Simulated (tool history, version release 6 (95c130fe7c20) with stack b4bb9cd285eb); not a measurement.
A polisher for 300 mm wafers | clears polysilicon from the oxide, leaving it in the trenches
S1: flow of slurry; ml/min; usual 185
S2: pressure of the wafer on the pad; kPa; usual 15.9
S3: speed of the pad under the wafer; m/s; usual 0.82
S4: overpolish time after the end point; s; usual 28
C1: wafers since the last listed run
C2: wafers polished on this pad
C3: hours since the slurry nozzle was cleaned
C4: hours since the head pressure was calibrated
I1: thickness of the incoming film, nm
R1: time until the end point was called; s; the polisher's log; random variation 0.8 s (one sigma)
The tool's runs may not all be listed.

run 1 day=0 | S1=230 S2=15.9 S3=0.82 S4=28 | C1=0 C2=543 C3=68.1 C4=699.3 | I1=480.8 | R1=52.4
run 2 day=1.642 | S1=230 S2=15.9 S3=0.82 S4=28 | C1=514 C2=1058 C3=107.5 C4=738.7 | I1=477.3 | R1=52.8
run 3 day=6.212 | S1=230 S2=15.9 S3=0.82 S4=28 | C1=1433 C2=2491 C3=217.2 C4=848.4 | I1=477.8 | R1=54.7
run 4 day=7.496 | S1=185 S2=15.9 S3=0.82 S4=28 | C1=402 C2=2894 C3=248 C4=879.2 | I1=480.8 | R1=58
run 5 day=8.529 | S1=185 S2=15.9 S3=0.82 S4=28 | C1=324 C2=3218 C3=272.8 C4=904 | I1=475.9 | R1=56.3
run 6 day=10.375 | S1=185 S2=15.9 S3=0.82 S4=28 | C1=578 C2=3797 C3=317.1 C4=948.3 | I1=480.5 | R1=58.4
-- day=10.883 worn pad replaced by a new one
-- day=12.512 slurry nozzle cleaned
run 7 day=17.367 | S1=185 S2=15.9 S3=0.82 S4=28 | C1=2127 C2=2019 C3=116.5 C4=1116.1 | I1=473.9 | R1=55.7
run 8 day=20 | S1=185 S2=15.9 S3=0.82 S4=28 | C1=825 C2=2845 C3=179.7 C4=1179.3 | I1=481.2 | R1=57.1
run 9 day=21.488 | S1=185 S2=15.9 S3=0.82 S4=28 | C1=466 C2=3311 C3=215.4 C4=1215 | I1=471.5 | R1=58.7
-- day=23.396 worn pad replaced by a new one
run 10 day=24.421 | S1=185 S2=15.9 S3=0.82 S4=28 | C1=867 C2=321 C3=285.8 C4=1285.4 | I1=488.1 | R1=56.6
-- day=26.196 slurry nozzle cleaned
run 11 day=26.583 | S1=155 S2=15.9 S3=0.82 S4=28 | C1=665 C2=986 C3=9.3 C4=1337.3 | I1=474.7 | R1=56.4
run 12 day=28.604 | S1=170 S2=15.9 S3=0.82 S4=28 | C1=633 C2=1620 C3=57.8 C4=1385.8 | I1=481.9 | R1=57.1
run 13 day=31.383 | S1=170 S2=15.9 S3=0.82 S4=28 | C1=871 C2=2492 C3=124.5 C4=1452.5 | I1=482.3 | R1=58.8
run 14 day=32.746 | S1=170 S2=15.9 S3=0.82 S4=28 | C1=427 C2=2919 C3=157.2 C4=1485.2 | I1=472.7 | R1=57.8
-- day=34.796 worn pad replaced by a new one
run 15 day=35.629 | S1=215 S2=15.9 S3=0.82 S4=28 | C1=851 C2=261 C3=226.4 C4=1554.4 | I1=486.4 | R1=56.4
-- day=36.421 head pressure recalibrated
run 16 day=37.004 | S1=220 S2=21.4 S3=0.82 S4=28 | C1=405 C2=667 C3=259.4 C4=14 | I1=485.7 | R1=44.1
run 17 day=39.108 | S1=185 S2=15.9 S3=0.82 S4=28 | C1=659 C2=1326 C3=309.9 C4=64.5 | I1=478.7 | R1=53
-- day=39.612 slurry nozzle cleaned
run 18 day=41.358 | S1=185 S2=15.9 S3=0.82 S4=17 | C1=692 C2=2019 C3=41.9 C4=118.5 | I1=487.6 | R1=54
run 19 day=43.608 | S1=130 S2=15.9 S3=0.82 S4=28 | C1=705 C2=2724 C3=95.9 C4=172.5 | I1=480.9 | R1=60.1
run 20 day=46.517 | S1=185 S2=15.9 S3=0.72 S4=28 | C1=912 C2=3637 C3=165.7 C4=242.3 | I1=473.5 | R1=65.3
-- day=48.392 worn pad replaced by a new one
run 21 day=48.775 | S1=185 S2=15.9 S3=0.58 S4=28 | C1=655 C2=120 C3=219.9 C4=296.5 | I1=474.4 | R1=71.7
run 22 day=50.379 | S1=185 S2=13.1 S3=0.82 S4=28 | C1=503 C2=623 C3=258.4 C4=335 | I1=476.4 | R1=58.9
run 23 day=51.462 | S1=185 S2=15.9 S3=0.82 S4=28 | C1=339 C2=962 C3=284.4 C4=361 | I1=476.4 | R1=54
run 24 day=53.975 | S1=185 S2=15.9 S3=1 S4=28 | C1=787 C2=1750 C3=344.7 C4=421.3 | I1=478.6 | R1=47.9
-- day=54.162 slurry nozzle cleaned
run 25 day=55.096 | S1=150 S2=15.9 S3=0.82 S4=28 | C1=338 C2=2089 C3=22.4 C4=448.2 | I1=485.1 | R1=58.3
run 26 day=58.096 | S1=185 S2=15.9 S3=0.98 S4=20 | C1=940 C2=3030 C3=94.4 C4=520.2 | I1=479.2 | R1=48.6
-- day=58.85 worn pad replaced by a new one
run 27 day=59.392 | S1=185 S2=21.4 S3=0.96 S4=37 | C1=354 C2=170 C3=125.5 C4=551.3 | I1=488.1 | R1=40.1
run 28 day=61.421 | S1=185 S2=11 S3=0.82 S4=28 | C1=636 C2=806 C3=174.2 C4=600 | I1=486.6 | R1=66.2

Forecast each of these 4 alternatives for the next run:
run A day=61.442 | S1=185 S2=15.9 S3=0.82 S4=43 | C1=6 C2=813 C3=174.7 C4=600.5 | I1=479.6 | R1=?
run B day=61.442 | S1=120 S2=17.2 S3=0.82 S4=28 | C1=6 C2=813 C3=174.7 C4=600.5 | I1=479.6 | R1=?
run C day=61.442 | S1=215 S2=14.5 S3=0.6 S4=36 | C1=6 C2=813 C3=174.7 C4=600.5 | I1=479.6 | R1=?
run D day=61.442 | S1=185 S2=15.9 S3=0.82 S4=39 | C1=6 C2=813 C3=174.7 C4=600.5 | I1=479.6 | R1=?

run=A R1=54.4
run=B R1=56.4
run=C R1=72.5
run=D R1=54.4
Without the tool's hidden state the same runs would have given:
run=A R1=52.3
run=B R1=54.3
run=C R1=69.7
run=D R1=52.3

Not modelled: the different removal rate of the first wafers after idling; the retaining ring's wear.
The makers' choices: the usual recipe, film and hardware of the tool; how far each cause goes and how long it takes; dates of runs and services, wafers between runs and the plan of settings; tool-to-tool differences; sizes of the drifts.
